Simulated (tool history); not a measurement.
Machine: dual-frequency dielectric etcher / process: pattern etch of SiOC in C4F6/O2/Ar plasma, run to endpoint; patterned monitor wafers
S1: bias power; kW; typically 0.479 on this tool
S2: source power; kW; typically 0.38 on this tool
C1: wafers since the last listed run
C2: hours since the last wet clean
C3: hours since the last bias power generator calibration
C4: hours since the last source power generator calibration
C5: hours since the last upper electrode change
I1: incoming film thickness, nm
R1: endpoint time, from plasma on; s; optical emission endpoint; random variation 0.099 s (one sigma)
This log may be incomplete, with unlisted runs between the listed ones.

run     day     S1    S2   C1     C2      C3      C4      C5    I1    R1
  1       0  0.479  0.38    0  340.3  4048.5  4215.4  4080.7  51.8  17.2
  2   0.475  0.434  0.38  194  351.7  4059.9  4226.8  4092.1    52  18.2
  3   0.792  0.434  0.38  129  359.3  4067.5  4234.4  4099.7  51.6  17.9
  4   1.346  0.479  0.38  227  372.6  4080.8  4247.7    4113  51.9  17.2
  5   1.888  0.479  0.38  221  385.6  4093.8  4260.7    4126  51.8  17.1
  6   2.175  0.479  0.38  117  392.5  4100.7  4267.6  4132.9  51.4    17
      3.883  -- wet clean of the chamber
  7   3.904  0.479  0.31  298    0.5  4142.2  4309.1  4174.4  51.5  19.6
  8   3.917  0.479  0.31    5    0.8  4142.5  4309.4  4174.7  52.1  19.8
  9   3.929  0.479  0.38    5    1.1  4142.8  4309.7    4175  51.9  17.9
 10   4.117  0.479  0.38   76    5.6  4147.3  4314.2  4179.5    52  17.8
      4.688  -- bias power generator calibrated
 11   4.846  0.479  0.38  230   23.1     3.8  4331.7    4197  51.4  17.7
 12   5.171  0.479  0.38  133   30.9    11.6  4339.5  4204.8  51.3  17.7
 13   5.633  0.585  0.38  189     42    22.7  4350.6  4215.9  51.7    16
      6.642  -- upper electrode replaced
 14   6.662  0.479  0.38   11   66.7    47.4  4375.3     0.5  51.4  17.6
 15   6.958  0.439  0.38  121   73.8    54.5  4382.4     7.6    52  18.6
 16   7.212  0.479  0.29  104   79.9    60.6  4388.5    13.7  52.2  20.3
      7.721  -- source power generator calibrated
 17   7.742  0.596  0.43  148   92.6    73.3     0.5    26.4  52.2  15.3
 18   8.288  0.383  0.28  223  105.7    86.4    13.6    39.5  52.1  23.2
 19   8.717   0.58  0.38  175    116    96.7    23.9    49.8  51.5  15.9
 20   9.171  0.479  0.38  186  126.9   107.6    34.8    60.7    51  17.4
 21   9.712  0.479  0.38  221  139.9   120.6    47.8    73.7  51.3  17.3
 22   9.988   0.58  0.38  112  146.5   127.2    54.4    80.3  51.5  16.1
 23  10.429  0.479  0.38  181  157.1   137.8      65    90.9  51.6  17.6
 24  10.946  0.529  0.42  211  169.5   150.2    77.4   103.3  51.6    16
 25  11.417   0.36  0.38  192  180.8   161.5    88.7   114.6    52  20.2

Each row is a separate what-if for the run after 25, all from the same tool condition, not one after another. Results?
  A  11.433  0.479  0.45   6  181.2  161.9  89.1  115  51.3   ?
  B  11.433  0.369  0.47   6  181.2  161.9  89.1  115  51.3   ?
  C  11.433  0.418  0.33   6  181.2  161.9  89.1  115  51.3   ?
  D  11.433  0.583  0.46   6  181.2  161.9  89.1  115  51.3   ?

run    R1
  A    16
  B  17.8
  C  19.9
  D  14.5
With the hidden condition removed and each run's random variation left untouched, the same runs would have given:
run    R1
  A  16.4
  B  18.2
  C  20.3
  D  14.8
